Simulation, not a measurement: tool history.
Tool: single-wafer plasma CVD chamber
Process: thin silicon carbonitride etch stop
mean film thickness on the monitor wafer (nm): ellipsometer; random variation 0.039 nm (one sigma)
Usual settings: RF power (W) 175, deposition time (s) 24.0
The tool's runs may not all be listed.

run   hour  RF power (W)  deposition time (s)  wafers since the last listed run  hours since the last thermocouple change  hours since the last RF generator calibration  hours since the showerhead was replaced  hours since the gauge calibration  read-back reference wafer on the same gauge, thickness_nm  mean film thickness on the monitor wafer (nm)
  1    0.0           175                 24.0                                 0                                    2599.9                                         1738.9                                   5672.3                              416.0                                                     15.200                                         12.380
  2   35.4           175                 24.0                               814                                    2635.3                                         1774.3                                   5707.7                              451.4                                                     15.207                                         12.269
  3   61.3           175                 24.0                               596                                    2661.2                                         1800.2                                   5733.6                              477.3                                                     15.204                                         12.292
  4   93.5           175                 26.4                               741                                    2693.4                                         1832.4                                   5765.8                              509.5                                                     15.189                                         13.517
  5  113.1           175                 26.4                               451                                    2713.0                                         1852.0                                   5785.4                              529.1                                                     15.204                                         13.540
  6  132.0           175                 26.4                               435                                    2731.9                                         1870.9                                   5804.3                              548.0                                                     15.197                                         13.510
  7  155.9           175                 24.0                               550                                    2755.8                                         1894.8                                   5828.2                              571.9                                                     15.224                                         12.206
  8  182.1           175                 24.0                               603                                    2782.0                                         1921.0                                   5854.4                              598.1                                                     15.201                                         12.234
  9  208.4           200                 24.0                               605                                    2808.3                                         1947.3                                   5880.7                              624.4                                                     15.217                                         12.948
 10  249.9           175                 24.0                               955                                    2849.8                                         1988.8                                   5922.2                              665.9                                                     15.198                                         12.218
     289.4  -- thermocouple changed; heater temperature recalibrated
 11  289.9           175                 24.0                               736                                       0.5                                         2028.8                                   5962.2                              705.9                                                     15.204                                         12.214
     302.8  -- showerhead replaced
 12  303.3           185                 24.0                               124                                      13.9                                         2042.2                                      0.5                              719.3                                                     15.196                                         12.464
 13  312.5           185                 24.0                               211                                      23.1                                         2051.4                                      9.7                              728.5                                                     15.179                                         12.559
 14  345.3           175                 24.0                               754                                      55.9                                         2084.2                                     42.5                              761.3                                                     15.191                                         12.190
 15  365.4           175                 24.0                               462                                      76.0                                         2104.3                                     62.6                              781.4                                                     15.195                                         12.193
 16  381.4           175                 24.0                               368                                      92.0                                         2120.3                                     78.6                              797.4                                                     15.190                                         12.157
 17  405.6           175                 24.0                               556                                     116.2                                         2144.5                                    102.8                              821.6                                                     15.214                                         12.149
 18  420.4           165                 27.9                               340                                     131.0                                         2159.3                                    117.6                              836.4                                                     15.215                                         13.679
 19  453.9           200                 24.0                               771                                     164.5                                         2192.8                                    151.1                              869.9                                                     15.219                                         12.779
     461.1  -- gauge calibrated
 20  477.5           155                 27.1                               543                                     188.1                                         2216.4                                    174.7                               16.4                                                     15.197                                         12.960
     506.7  -- RF generator calibrated
 21  507.2           140                 27.7                               499                                     217.8                                            0.5                                    204.4                               46.1                                                     15.208                                         13.142
 22  528.9           175                 27.1                               499                                     239.5                                           22.2                                    226.1                               67.8                                                     15.191                                         14.282
 23  544.4           200                 24.0                               356                                     255.0                                           37.7                                    241.6                               83.3                                                     15.216                                         13.424
 24  574.8           190                 27.3                               699                                     285.4                                           68.1                                    272.0                              113.7                                                     15.214                                         14.912
 25  590.3           175                 24.0                               356                                     300.9                                           83.6                                    287.5                              129.2                                                     15.210                                         12.702
 26  604.9           175                 26.7                               336                                     315.5                                           98.2                                    302.1                              143.8                                                     15.194                                         14.049
 27  632.5           150                 25.7                               635                                     343.1                                          125.8                                    329.7                              171.4                                                     15.201                                         12.606
 28  655.2           175                 25.6                               522                                     365.8                                          148.5                                    352.4                              194.1                                                     15.196                                         13.524
 29  673.9           175                 26.5                               430                                     384.5                                          167.2                                    371.1                              212.8                                                     15.197                                         14.032
 30  695.9           190                 24.0                               506                                     406.5                                          189.2                                    393.1                              234.8                                                     15.190                                         13.102
 31  717.8           175                 21.8                               504                                     428.4                                          211.1                                    415.0                              256.7                                                     15.194                                         11.510
 32  752.8           160                 20.5                               805                                     463.4                                          246.1                                    450.0                              291.7                                                     15.224                                         10.413
 33  772.4           175                 28.1                               451                                     483.0                                          265.7                                    469.6                              311.3                                                     15.196                                         14.819
 34  808.2           210                 24.0                               823                                     518.8                                          301.5                                    505.4                              347.1                                                     15.197                                         13.574

5 ways to go on from here, each from the tool as it stands after run 34. What would each give?
  A  808.6           175                 24.0                                 9                                     519.2                                          301.9                                    505.8                              347.5                                                          ?                                              ?
  B  808.6           210                 19.9                                 9                                     519.2                                          301.9                                    505.8                              347.5                                                          ?                                              ?
  C  808.6           195                 22.1                                 9                                     519.2                                          301.9                                    505.8                              347.5                                                          ?                                              ?
  D  808.6           160                 27.6                                 9                                     519.2                                          301.9                                    505.8                              347.5                                                          ?                                              ?
  E  808.6           145                 26.6                                 9                                     519.2                                          301.9                                    505.8                              347.5                                                          ?                                              ?

run  read-back reference wafer on the same gauge, thickness_nm  mean film thickness on the monitor wafer (nm)
  A                                                     15.192                                         12.675
  B                                                     15.192                                         11.333
  C                                                     15.192                                         12.214
  D                                                     15.192                                         14.016
  E                                                     15.192                                         12.912
Without the tool's hidden state the same runs would have given:
run  mean film thickness on the monitor wafer (nm)
  A                                         12.711
  B                                         11.365
  C                                         12.248
  D                                         14.056
  E                                         12.949
